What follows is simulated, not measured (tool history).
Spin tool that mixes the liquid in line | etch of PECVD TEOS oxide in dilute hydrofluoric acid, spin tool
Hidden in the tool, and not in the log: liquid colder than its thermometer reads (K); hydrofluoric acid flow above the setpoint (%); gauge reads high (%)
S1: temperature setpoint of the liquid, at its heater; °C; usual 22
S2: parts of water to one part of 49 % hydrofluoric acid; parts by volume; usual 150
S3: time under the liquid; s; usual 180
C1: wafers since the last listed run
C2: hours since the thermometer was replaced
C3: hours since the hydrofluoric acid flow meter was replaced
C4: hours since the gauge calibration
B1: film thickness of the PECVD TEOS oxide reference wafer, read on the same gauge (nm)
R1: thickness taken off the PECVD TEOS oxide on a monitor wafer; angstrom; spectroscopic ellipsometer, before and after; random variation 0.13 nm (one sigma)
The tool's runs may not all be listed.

{"run": 1, "hour": 0.0, "S1": 22, "S2": 150, "S3": 180, "C1": 0, "C2": 1959.5, "C3": 402.2, "C4": 532.1, "B1": 90, "R1": 204.1}
{"run": 2, "hour": 33.8, "S1": 22, "S2": 150, "S3": 180, "C1": 156, "C2": 1993.3, "C3": 436, "C4": 565.9, "B1": 90.01, "R1": 203}
{"run": 3, "hour": 68.8, "S1": 22, "S2": 150, "S3": 180, "C1": 162, "C2": 2028.3, "C3": 471, "C4": 600.9, "B1": 89.97, "R1": 200.9}
{"run": 4, "hour": 91.0, "S1": 22, "S2": 150, "S3": 180, "C1": 102, "C2": 2050.5, "C3": 493.2, "C4": 623.1, "B1": 89.99, "R1": 201.2}
{"hour": 100.2, "done": "thermometer replaced"}
{"run": 5, "hour": 113.1, "S1": 22, "S2": 150, "S3": 110, "C1": 97, "C2": 12.9, "C3": 515.3, "C4": 645.2, "B1": 90, "R1": 121.8}
{"hour": 137.9, "done": "hydrofluoric acid flow meter replaced"}
{"run": 6, "hour": 145.0, "S1": 22, "S2": 150, "S3": 110, "C1": 143, "C2": 44.8, "C3": 7.1, "C4": 677.1, "B1": 90.01, "R1": 122}
{"run": 7, "hour": 177.7, "S1": 22, "S2": 150, "S3": 110, "C1": 151, "C2": 77.5, "C3": 39.8, "C4": 709.8, "B1": 89.99, "R1": 121.9}
{"run": 8, "hour": 212.9, "S1": 22, "S2": 150, "S3": 180, "C1": 163, "C2": 112.7, "C3": 75, "C4": 745, "B1": 90.01, "R1": 201.5}
{"run": 9, "hour": 250.2, "S1": 22, "S2": 150, "S3": 180, "C1": 172, "C2": 150, "C3": 112.3, "C4": 782.3, "B1": 90.01, "R1": 200.9}
{"run": 10, "hour": 279.4, "S1": 22, "S2": 90, "S3": 180, "C1": 135, "C2": 179.2, "C3": 141.5, "C4": 811.5, "B1": 90.01, "R1": 362}
{"run": 11, "hour": 296.5, "S1": 22, "S2": 150, "S3": 180, "C1": 79, "C2": 196.3, "C3": 158.6, "C4": 828.6, "B1": 89.99, "R1": 203.5}
{"run": 12, "hour": 316.4, "S1": 22, "S2": 75, "S3": 180, "C1": 92, "C2": 216.2, "C3": 178.5, "C4": 848.5, "B1": 89.99, "R1": 439.2}
{"run": 13, "hour": 331.8, "S1": 26.5, "S2": 130, "S3": 265, "C1": 71, "C2": 231.6, "C3": 193.9, "C4": 863.9, "B1": 90.01, "R1": 416}
{"run": 14, "hour": 366.5, "S1": 22, "S2": 150, "S3": 180, "C1": 160, "C2": 266.3, "C3": 228.6, "C4": 898.6, "B1": 89.99, "R1": 201.5}
{"run": 15, "hour": 391.7, "S1": 22, "S2": 150, "S3": 180, "C1": 116, "C2": 291.5, "C3": 253.8, "C4": 923.8, "B1": 90, "R1": 202.2}
{"run": 16, "hour": 411.2, "S1": 18, "S2": 190, "S3": 280, "C1": 90, "C2": 311, "C3": 273.3, "C4": 943.3, "B1": 90, "R1": 202.6}
{"hour": 427.5, "done": "gauge calibrated"}
{"run": 17, "hour": 444.7, "S1": 22, "S2": 150, "S3": 180, "C1": 155, "C2": 344.5, "C3": 306.8, "C4": 17.2, "B1": 89.99, "R1": 200.5}
{"run": 18, "hour": 465.3, "S1": 19, "S2": 190, "S3": 85, "C1": 95, "C2": 365.1, "C3": 327.4, "C4": 37.8, "B1": 90.01, "R1": 64.7}
{"run": 19, "hour": 481.8, "S1": 26, "S2": 100, "S3": 180, "C1": 76, "C2": 381.6, "C3": 343.9, "C4": 54.3, "B1": 90.01, "R1": 374.8}
{"run": 20, "hour": 542.9, "S1": 22, "S2": 80, "S3": 180, "C1": 282, "C2": 442.7, "C3": 405, "C4": 115.4, "B1": 90, "R1": 405.4}
{"run": 21, "hour": 564.2, "S1": 26.5, "S2": 125, "S3": 250, "C1": 98, "C2": 464, "C3": 426.3, "C4": 136.7, "B1": 89.99, "R1": 409.2}
{"run": 22, "hour": 593.6, "S1": 26, "S2": 150, "S3": 180, "C1": 136, "C2": 493.4, "C3": 455.7, "C4": 166.1, "B1": 90.01, "R1": 234.6}
{"run": 23, "hour": 613.4, "S1": 22, "S2": 150, "S3": 180, "C1": 91, "C2": 513.2, "C3": 475.5, "C4": 185.9, "B1": 90.01, "R1": 202.5}
{"run": 24, "hour": 638.0, "S1": 22, "S2": 150, "S3": 180, "C1": 113, "C2": 537.8, "C3": 500.1, "C4": 210.5, "B1": 89.99, "R1": 200.2}
{"run": 25, "hour": 654.0, "S1": 19, "S2": 150, "S3": 285, "C1": 74, "C2": 553.8, "C3": 516.1, "C4": 226.5, "B1": 90, "R1": 283.4}
{"run": 26, "hour": 687.9, "S1": 26, "S2": 90, "S3": 265, "C1": 157, "C2": 587.7, "C3": 550, "C4": 260.4, "B1": 89.99, "R1": 623.9}
{"hour": 695.2, "done": "hydrofluoric acid flow meter replaced"}
{"run": 27, "hour": 721.7, "S1": 22, "S2": 150, "S3": 180, "C1": 151, "C2": 621.5, "C3": 26.5, "C4": 294.2, "B1": 89.99, "R1": 202.2}
{"run": 28, "hour": 734.3, "S1": 22, "S2": 185, "S3": 180, "C1": 58, "C2": 634.1, "C3": 39.1, "C4": 306.8, "B1": 90, "R1": 157.2}
{"run": 29, "hour": 760.7, "S1": 22, "S2": 185, "S3": 210, "C1": 122, "C2": 660.5, "C3": 65.5, "C4": 333.2, "B1": 90, "R1": 182.3}
{"run": 30, "hour": 783.9, "S1": 26.5, "S2": 95, "S3": 225, "C1": 107, "C2": 683.7, "C3": 88.7, "C4": 356.4, "B1": 89.99, "R1": 504.9}
{"run": 31, "hour": 802.0, "S1": 19, "S2": 150, "S3": 80, "C1": 83, "C2": 701.8, "C3": 106.8, "C4": 374.5, "B1": 89.99, "R1": 80}
{"run": 32, "hour": 818.9, "S1": 19, "S2": 215, "S3": 140, "C1": 78, "C2": 718.7, "C3": 123.7, "C4": 391.4, "B1": 90.02, "R1": 90.9}
{"run": 33, "hour": 833.8, "S1": 22, "S2": 150, "S3": 180, "C1": 69, "C2": 733.6, "C3": 138.6, "C4": 406.3, "B1": 90.01, "R1": 201.3}

Forecast each of these 4 alternatives for the next run:
{"run": "A", "hour": 834.3, "S1": 22, "S2": 150, "S3": 285, "C1": 2, "C2": 734.1, "C3": 139.1, "C4": 406.8, "B1": "?", "R1": "?"}
{"run": "B", "hour": 834.3, "S1": 24, "S2": 90, "S3": 180, "C1": 2, "C2": 734.1, "C3": 139.1, "C4": 406.8, "B1": "?", "R1": "?"}
{"run": "C", "hour": 834.3, "S1": 22, "S2": 150, "S3": 100, "C1": 2, "C2": 734.1, "C3": 139.1, "C4": 406.8, "B1": "?", "R1": "?"}
{"run": "D", "hour": 834.3, "S1": 24, "S2": 210, "S3": 150, "C1": 2, "C2": 734.1, "C3": 139.1, "C4": 406.8, "B1": "?", "R1": "?"}

run=A B1=90.01 R1=316.4
run=B B1=90.01 R1=386.4
run=C B1=90.01 R1=111
run=D B1=90.01 R1=120.3
Without the tool's hidden state the same runs would have given:
run=A R1=316.4
run=B R1=386.4
run=C R1=111
run=D R1=120.3
